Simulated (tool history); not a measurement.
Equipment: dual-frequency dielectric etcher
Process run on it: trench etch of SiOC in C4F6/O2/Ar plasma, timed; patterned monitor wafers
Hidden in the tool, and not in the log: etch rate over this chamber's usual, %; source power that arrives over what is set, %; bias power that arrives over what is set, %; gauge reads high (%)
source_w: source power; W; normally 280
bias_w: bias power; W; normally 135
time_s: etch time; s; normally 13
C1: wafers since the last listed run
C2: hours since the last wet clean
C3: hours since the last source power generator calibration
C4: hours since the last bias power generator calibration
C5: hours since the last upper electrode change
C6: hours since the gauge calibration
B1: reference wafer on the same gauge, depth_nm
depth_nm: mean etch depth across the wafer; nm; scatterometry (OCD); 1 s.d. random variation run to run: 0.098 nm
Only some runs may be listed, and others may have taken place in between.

run 1 hour=0 | source_w=310 bias_w=160 time_s=13 | C1=0 C2=324.9 C3=1344 C4=3229.1 C5=2091.1 C6=1868.2 | B1=23.39 | depth_nm=22.9
-- hour=75.2 bias power generator calibrated
run 2 hour=77.7 | source_w=310 bias_w=160 time_s=13 | C1=1225 C2=402.6 C3=1421.7 C4=2.5 C5=2168.8 C6=1945.9 | B1=23.4 | depth_nm=22.94
run 3 hour=150.6 | source_w=280 bias_w=135 time_s=13 | C1=1211 C2=475.5 C3=1494.6 C4=75.4 C5=2241.7 C6=2018.8 | B1=23.41 | depth_nm=21.41
run 4 hour=258.3 | source_w=280 bias_w=135 time_s=13 | C1=1790 C2=583.2 C3=1602.3 C4=183.1 C5=2349.4 C6=2126.5 | B1=23.46 | depth_nm=21.55
run 5 hour=316.2 | source_w=280 bias_w=135 time_s=13 | C1=962 C2=641.1 C3=1660.2 C4=241 C5=2407.3 C6=2184.4 | B1=23.4 | depth_nm=21.6
-- hour=350.7 wet clean of the chamber
run 6 hour=403 | source_w=350 bias_w=163 time_s=9 | C1=1043 C2=52.3 C3=1747 C4=327.8 C5=2494.1 C6=2271.2 | B1=23.45 | depth_nm=16.65
run 7 hour=483.3 | source_w=220 bias_w=163 time_s=15 | C1=1334 C2=132.6 C3=1827.3 C4=408.1 C5=2574.4 C6=2351.5 | B1=23.37 | depth_nm=24.27
run 8 hour=545.2 | source_w=300 bias_w=135 time_s=13 | C1=1028 C2=194.5 C3=1889.2 C4=470 C5=2636.3 C6=2413.4 | B1=23.39 | depth_nm=21.85
run 9 hour=633.8 | source_w=260 bias_w=110 time_s=9.5 | C1=1472 C2=283.1 C3=1977.8 C4=558.6 C5=2724.9 C6=2502 | B1=23.4 | depth_nm=14.66
run 10 hour=714.6 | source_w=350 bias_w=112 time_s=13 | C1=1343 C2=363.9 C3=2058.6 C4=639.4 C5=2805.7 C6=2582.8 | B1=23.4 | depth_nm=22
run 11 hour=760.4 | source_w=220 bias_w=155 time_s=16.5 | C1=761 C2=409.7 C3=2104.4 C4=685.2 C5=2851.5 C6=2628.6 | B1=23.44 | depth_nm=26.74
run 12 hour=950.1 | source_w=220 bias_w=151 time_s=10 | C1=3153 C2=599.4 C3=2294.1 C4=874.9 C5=3041.2 C6=2818.3 | B1=23.44 | depth_nm=16.09
-- hour=1012.5 wet clean of the chamber
run 13 hour=1044.5 | source_w=280 bias_w=135 time_s=13 | C1=1170 C2=32 C3=2388.5 C4=969.3 C5=3135.6 C6=2912.7 | B1=23.39 | depth_nm=21.16
-- hour=1070.4 gauge calibrated
-- hour=1166.5 source power generator calibrated
run 14 hour=1167 | source_w=280 bias_w=148 time_s=13 | C1=1969 C2=154.5 C3=0.5 C4=1091.8 C5=3258.1 C6=96.6 | B1=23.37 | depth_nm=21.66
run 15 hour=1225.3 | source_w=280 bias_w=135 time_s=16 | C1=969 C2=212.8 C3=58.8 C4=1150.1 C5=3316.4 C6=154.9 | B1=23.4 | depth_nm=26.47
-- hour=1275.8 upper electrode replaced
run 16 hour=1329.9 | source_w=330 bias_w=135 time_s=13 | C1=1339 C2=317.4 C3=163.4 C4=1254.7 C5=54.1 C6=259.5 | B1=23.38 | depth_nm=22.79
run 17 hour=1430.9 | source_w=320 bias_w=167 time_s=13 | C1=1678 C2=418.4 C3=264.4 C4=1355.7 C5=155.1 C6=360.5 | B1=23.35 | depth_nm=23.97
run 18 hour=1500.4 | source_w=340 bias_w=135 time_s=13 | C1=1155 C2=487.9 C3=333.9 C4=1425.2 C5=224.6 C6=430 | B1=23.42 | depth_nm=22.84
run 19 hour=1586.4 | source_w=250 bias_w=135 time_s=13 | C1=1429 C2=573.9 C3=419.9 C4=1511.2 C5=310.6 C6=516 | B1=23.41 | depth_nm=21.11
run 20 hour=1635.1 | source_w=280 bias_w=144 time_s=13 | C1=809 C2=622.6 C3=468.6 C4=1559.9 C5=359.3 C6=564.7 | B1=23.38 | depth_nm=22.31
-- hour=1723.9 wet clean of the chamber
run 21 hour=1724.4 | source_w=220 bias_w=103 time_s=11.5 | C1=1085 C2=0.5 C3=557.9 C4=1649.2 C5=448.6 C6=654 | B1=23.39 | depth_nm=16.22
run 22 hour=2020.8 | source_w=280 bias_w=135 time_s=13 | C1=4927 C2=296.9 C3=854.3 C4=1945.6 C5=745 C6=950.4 | B1=23.45 | depth_nm=21.37
run 23 hour=2066.8 | source_w=280 bias_w=135 time_s=13 | C1=764 C2=342.9 C3=900.3 C4=1991.6 C5=791 C6=996.4 | B1=23.37 | depth_nm=21.4
run 24 hour=2126.9 | source_w=210 bias_w=145 time_s=10.5 | C1=999 C2=403 C3=960.4 C4=2051.7 C5=851.1 C6=1056.5 | B1=23.35 | depth_nm=16.35
run 25 hour=2447.2 | source_w=260 bias_w=135 time_s=13 | C1=5324 C2=723.3 C3=1280.7 C4=2372 C5=1171.4 C6=1376.8 | B1=23.37 | depth_nm=21.52
-- hour=2539.8 wet clean of the chamber
run 26 hour=2540.3 | source_w=280 bias_w=117 time_s=13 | C1=1148 C2=0.5 C3=1373.8 C4=2465.1 C5=1264.5 C6=1469.9 | B1=23.43 | depth_nm=20.42
run 27 hour=2596.2 | source_w=350 bias_w=163 time_s=9 | C1=929 C2=56.4 C3=1429.7 C4=2521 C5=1320.4 C6=1525.8 | B1=23.4 | depth_nm=16.51
run 28 hour=2695.4 | source_w=350 bias_w=155 time_s=13 | C1=1648 C2=155.6 C3=1528.9 C4=2620.2 C5=1419.6 C6=1625 | B1=23.39 | depth_nm=23.66
run 29 hour=2737.2 | source_w=280 bias_w=135 time_s=13 | C1=694 C2=197.4 C3=1570.7 C4=2662 C5=1461.4 C6=1666.8 | B1=23.39 | depth_nm=21.32

What differs in the tool's unlogged condition from the final listed run ahead of each entry between runs to the first listed run following it?
After run 1, before run 2: bias power generator calibrated (hour 75.2)
  etch rate over this chamber's usual, %: 0.623 -> 1.04
  the result without the hidden state subtracted from the measured one, depth_nm: +0.14 -> +0.24 nm
After run 5, before run 6: wet clean of the chamber (hour 350.7)
  etch rate over this chamber's usual, %: 2.34 -> 0.944
  the result without the hidden state subtracted from the measured one, depth_nm: +0.5 -> +0.15 nm
After run 12, before run 13: wet clean of the chamber (hour 1012.5)
  etch rate over this chamber's usual, %: 3.91 -> 0.401
  the result without the hidden state subtracted from the measured one, depth_nm: +0.6 -> +0.09 nm
After run 13, before run 14: gauge calibrated (hour 1070.4); source power generator calibrated (hour 1166.5)
  etch rate over this chamber's usual, %: 0.401 -> 1.06
  the result without the hidden state subtracted from the measured one, depth_nm: +0.09 -> +0.23 nm
After run 15, before run 16: upper electrode replaced (hour 1275.8)
  etch rate over this chamber's usual, %: 1.38 -> 1.95
  the result without the hidden state subtracted from the measured one, depth_nm: +0.36 -> +0.43 nm
After run 20, before run 21: wet clean of the chamber (hour 1723.9)
  etch rate over this chamber's usual, %: 3.6 -> -0.0745
  the result without the hidden state subtracted from the measured one, depth_nm: +0.78 -> -0.01 nm
After run 25, before run 26: wet clean of the chamber (hour 2539.8)
  etch rate over this chamber's usual, %: 3.84 -> 0.26
  the result without the hidden state subtracted from the measured one, depth_nm: +0.79 -> +0.06 nm

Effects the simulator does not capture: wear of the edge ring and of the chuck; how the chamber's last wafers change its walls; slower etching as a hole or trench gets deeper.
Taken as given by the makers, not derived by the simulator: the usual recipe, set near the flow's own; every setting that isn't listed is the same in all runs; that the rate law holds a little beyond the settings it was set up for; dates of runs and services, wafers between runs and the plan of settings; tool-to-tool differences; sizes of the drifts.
